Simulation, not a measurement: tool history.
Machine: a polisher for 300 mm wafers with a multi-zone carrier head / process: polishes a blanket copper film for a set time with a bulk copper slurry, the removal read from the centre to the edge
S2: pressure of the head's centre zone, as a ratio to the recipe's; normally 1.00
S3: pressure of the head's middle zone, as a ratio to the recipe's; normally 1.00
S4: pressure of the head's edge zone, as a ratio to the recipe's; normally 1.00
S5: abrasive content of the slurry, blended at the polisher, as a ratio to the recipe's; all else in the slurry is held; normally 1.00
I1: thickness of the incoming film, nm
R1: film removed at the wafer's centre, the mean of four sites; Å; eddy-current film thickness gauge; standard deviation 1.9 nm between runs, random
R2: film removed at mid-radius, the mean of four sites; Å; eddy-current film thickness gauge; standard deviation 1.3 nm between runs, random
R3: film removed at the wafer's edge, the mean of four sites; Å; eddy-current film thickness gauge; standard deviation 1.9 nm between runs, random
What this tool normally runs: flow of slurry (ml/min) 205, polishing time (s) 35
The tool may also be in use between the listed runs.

Run 1, hour 0.0: usual settings; I1 3390.1. Result: R1 2088 Å, R2 2066 Å, R3 2086 Å.
Run 2, hour 31.4: usual settings; I1 3428.6. Result: R1 2049 Å, R2 2066 Å, R3 2063 Å.
Run 3, hour 48.8: usual settings but S2 1.08, polishing time (s) 28; I1 3403.4. Result: R1 1760 Å, R2 1669 Å, R3 1629 Å.
Run 4, hour 64.7: usual settings; I1 3419.9. Result: R1 2039 Å, R2 2054 Å, R3 2052 Å.
Run 5, hour 95.0: usual settings; I1 3382.6. Result: R1 2019 Å, R2 2031 Å, R3 2044 Å.
At hour 106.7: worn pad replaced by a new one.
Run 6, hour 117.4: usual settings; I1 3399.5. Result: R1 2036 Å, R2 2014 Å, R3 2052 Å.
At hour 141.2: carrier head's membrane replaced by a new one.
At hour 148.2: slurry nozzle cleaned.
Run 7, hour 148.5: usual settings; I1 3374.5. Result: R1 2149 Å, R2 2119 Å, R3 2129 Å.
Run 8, hour 166.1: usual settings; I1 3391.0. Result: R1 2114 Å, R2 2109 Å, R3 2064 Å.
Run 9, hour 184.1: usual settings but S5 0.80; I1 3352.0. Result: R1 2051 Å, R2 2056 Å, R3 2030 Å.
Run 10, hour 201.8: usual settings but S3 0.95; I1 3417.8. Result: R1 2103 Å, R2 2051 Å, R3 2098 Å.
Run 11, hour 222.8: usual settings but flow of slurry (ml/min) 160, S2 1.07, S3 1.03, S4 1.06; I1 3421.2. Result: R1 2145 Å, R2 2023 Å, R3 2069 Å.
At hour 236.5: centre zone pressure recalibrated.
At hour 237.1: worn pad replaced by a new one.
Run 12, hour 246.7: usual settings but flow of slurry (ml/min) 245, S2 0.94; I1 3379.9. Result: R1 2029 Å, R2 2166 Å, R3 2151 Å.
Run 13, hour 269.2: usual settings but flow of slurry (ml/min) 150; I1 3388.5. Result: R1 1961 Å, R2 1974 Å, R3 2002 Å.
Run 14, hour 294.2: usual settings but S3 0.93, S5 1.15, polishing time (s) 32; I1 3420.4. Result: R1 1927 Å, R2 1870 Å, R3 1938 Å.
At hour 299.9: edge zone pressure recalibrated.
Run 15, hour 323.7: usual settings but S3 1.07, S4 1.06, S5 0.75; I1 3476.9. Result: R1 1978 Å, R2 2055 Å, R3 2017 Å.
At hour 373.4: worn pad replaced by a new one.
Run 16, hour 379.8: usual settings but S3 1.09; I1 3388.1. Result: R1 2027 Å, R2 2119 Å, R3 2042 Å.
Run 17, hour 393.0: usual settings but flow of slurry (ml/min) 170, S3 0.95, S4 1.09, S5 0.75; I1 3361.9. Result: R1 1852 Å, R2 1827 Å, R3 2000 Å.
Run 18, hour 452.0: usual settings but flow of slurry (ml/min) 155, S2 1.12, S3 1.06, S4 0.88; I1 3355.0. Result: R1 2030 Å, R2 1898 Å, R3 1832 Å.
Run 19, hour 485.5: usual settings but S3 1.07; I1 3391.3. Result: R1 1994 Å, R2 2059 Å, R3 1978 Å.
At hour 490.8: slurry nozzle cleaned.
Run 20, hour 516.0: usual settings; I1 3455.6. Result: R1 2112 Å, R2 2108 Å, R3 2094 Å.

Each row is a separate what-if for the run after 20, all from the same tool condition, not one after another. Results?
Run A, hour 516.4: usual settings but S2 1.11; I1 3402.4. Result: R1 ?, R2 ?, R3 ?.
Run B, hour 516.4: usual settings but flow of slurry (ml/min) 235, S2 1.03; I1 3402.4. Result: R1 ?, R2 ?, R3 ?.
Run C, hour 516.4: usual settings but flow of slurry (ml/min) 275; I1 3402.4. Result: R1 ?, R2 ?, R3 ?.
Run D, hour 516.4: usual settings but flow of slurry (ml/min) 160, S2 1.11, S4 1.07; I1 3402.4. Result: R1 ?, R2 ?, R3 ?.
Run E, hour 516.4: usual settings but S3 0.91, S4 1.09, polishing time (s) 31; I1 3402.4. Result: R1 ?, R2 ?, R3 ?.

run    R1    R2    R3
  A  2341  2108  2107
  B  2222  2153  2140
  C  2207  2197  2173
  D  2221  2012  2094
  E  1866  1785  1935
Take away the tool's hidden state, keep each run's random variation, and the runs would have read:
run    R1    R2    R3
  A  2382  2140  2131
  B  2255  2182  2161
  C  2235  2223  2192
  D  2272  2052  2125
  E  1898  1813  1957
